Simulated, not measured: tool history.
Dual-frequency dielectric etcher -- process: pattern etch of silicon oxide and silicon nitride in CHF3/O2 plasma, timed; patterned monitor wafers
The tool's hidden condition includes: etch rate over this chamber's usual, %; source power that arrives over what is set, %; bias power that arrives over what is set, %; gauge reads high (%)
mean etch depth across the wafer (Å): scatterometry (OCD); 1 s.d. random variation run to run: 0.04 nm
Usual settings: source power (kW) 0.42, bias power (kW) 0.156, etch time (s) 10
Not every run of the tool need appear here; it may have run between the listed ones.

run,hour,source power (kW),bias power (kW),etch time (s),wafers since the last listed run,hours since the last wet clean,hours since the last source power generator calibration,hours since the last bias power generator calibration,hours since the last upper electrode change,hours since the gauge calibration,"read-back reference wafer on the same gauge, depth_nm",mean etch depth across the wafer (Å)
1,0,0.42,0.156,10,0,250.3,474.3,2627.7,4134.9,679.1,10.9,131.9
2,48.2,0.42,0.156,11.5,839,298.5,522.5,2675.9,4183.1,727.3,10.9,151.7
3,115.2,0.42,0.156,10,1166,365.5,589.5,2742.9,4250.1,794.3,10.89,130.7
# hour 185.1: wet clean of the chamber
4,185.6,0.42,0.156,10,807,0.5,659.9,2813.3,4320.5,864.7,10.9,133.7
5,206.4,0.42,0.156,10,362,21.3,680.7,2834.1,4341.3,885.5,10.89,133.3
6,256.1,0.42,0.156,10,865,71,730.4,2883.8,4391,935.2,10.91,133.1
7,280.3,0.42,0.156,10,421,95.2,754.6,2908,4415.2,959.4,10.89,133.4
8,348.2,0.42,0.156,10,1182,163.1,822.5,2975.9,4483.1,1027.3,10.89,133.8
9,374.8,0.46,0.182,10,463,189.7,849.1,3002.5,4509.7,1053.9,10.9,141.8
10,439.3,0.46,0.182,10,1123,254.2,913.6,3067,4574.2,1118.4,10.91,142.5
# hour 493.9: bias power generator calibrated
11,501.4,0.46,0.182,10,1011,316.3,975.7,7.5,4636.3,1180.5,10.9,141
# hour 551.4: wet clean of the chamber
12,551.9,0.42,0.156,8.5,461,0.5,1026.2,58,4686.8,1231,10.91,114.6
13,587,0.42,0.156,10,611,35.6,1061.3,93.1,4721.9,1266.1,10.9,134.6
14,620.2,0.42,0.156,10,578,68.8,1094.5,126.3,4755.1,1299.3,10.91,133.5
15,653.5,0.42,0.156,10,579,102.1,1127.8,159.6,4788.4,1332.6,10.91,134.5
# hour 697.6: gauge calibrated
16,717.2,0.42,0.156,10,1109,165.8,1191.5,223.3,4852.1,19.6,10.91,133.1
17,753.1,0.39,0.128,12,625,201.7,1227.4,259.2,4888,55.5,10.91,150
# hour 784.2: upper electrode replaced
18,817.8,0.35,0.156,10,708,266.4,1292.1,323.9,33.6,120.2,10.91,124.7
19,865.1,0.5,0.156,10,823,313.7,1339.4,371.2,80.9,167.5,10.89,141.5
20,898.4,0.38,0.169,9,579,347,1372.7,404.5,114.2,200.8,10.91,116.8
21,940.9,0.42,0.141,11,739,389.5,1415.2,447,156.7,243.3,10.89,142.8
# hour 981.6: wet clean of the chamber
22,982.1,0.32,0.174,10,299,0.5,1456.4,488.2,197.9,284.5,10.9,124.9
23,1027.7,0.35,0.133,9,793,46.1,1502,533.8,243.5,330.1,10.9,110.2
# hour 1059: source power generator calibrated
24,1064.5,0.42,0.156,10,571,82.9,5.5,570.6,280.3,366.9,10.89,132.9
25,1104.3,0.37,0.142,8,692,122.7,45.3,610.4,320.1,406.7,10.9,99.4
26,1166.8,0.36,0.136,11,1088,185.2,107.8,672.9,382.6,469.2,10.89,134.2
27,1245.8,0.51,0.125,10,1375,264.2,186.8,751.9,461.6,548.2,10.88,137.8
28,1322.3,0.51,0.121,12.5,1331,340.7,263.3,828.4,538.1,624.7,10.9,170.3
# hour 1357.6: wet clean of the chamber
29,1383.5,0.42,0.156,10,647,25.9,324.5,889.6,599.3,685.9,10.88,133.4

Hidden state, per run?
bias power that arrives over what is set, %: 0 across all the runs
gauge reads high (%): 0 across all the runs
H1: etch rate over this chamber's usual, %
H2: source power that arrives over what is set, %
run,H1,H2
1,-1.11,0.642
2,-1.3,0.715
3,-1.57,0.828
4,-0.0242,0.963
5,-0.106,1
6,-0.302,1.11
7,-0.397,1.17
8,-0.664,1.33
9,-0.769,1.4
10,-1.02,1.57
11,-1.27,1.75
12,-0.0649,1.9
13,-0.203,2.02
14,-0.334,2.12
15,-0.465,2.24
16,-0.716,2.46
17,-0.857,2.59
18,-1.11,2.84
19,-1.3,3.03
20,-1.43,3.17
21,-1.6,3.35
22,0.03,3.53
23,-0.15,3.74
24,-0.294,0.68
25,-0.451,0.683
26,-0.697,0.698
27,-1.01,0.733
28,-1.31,0.786
29,0.139,0.84

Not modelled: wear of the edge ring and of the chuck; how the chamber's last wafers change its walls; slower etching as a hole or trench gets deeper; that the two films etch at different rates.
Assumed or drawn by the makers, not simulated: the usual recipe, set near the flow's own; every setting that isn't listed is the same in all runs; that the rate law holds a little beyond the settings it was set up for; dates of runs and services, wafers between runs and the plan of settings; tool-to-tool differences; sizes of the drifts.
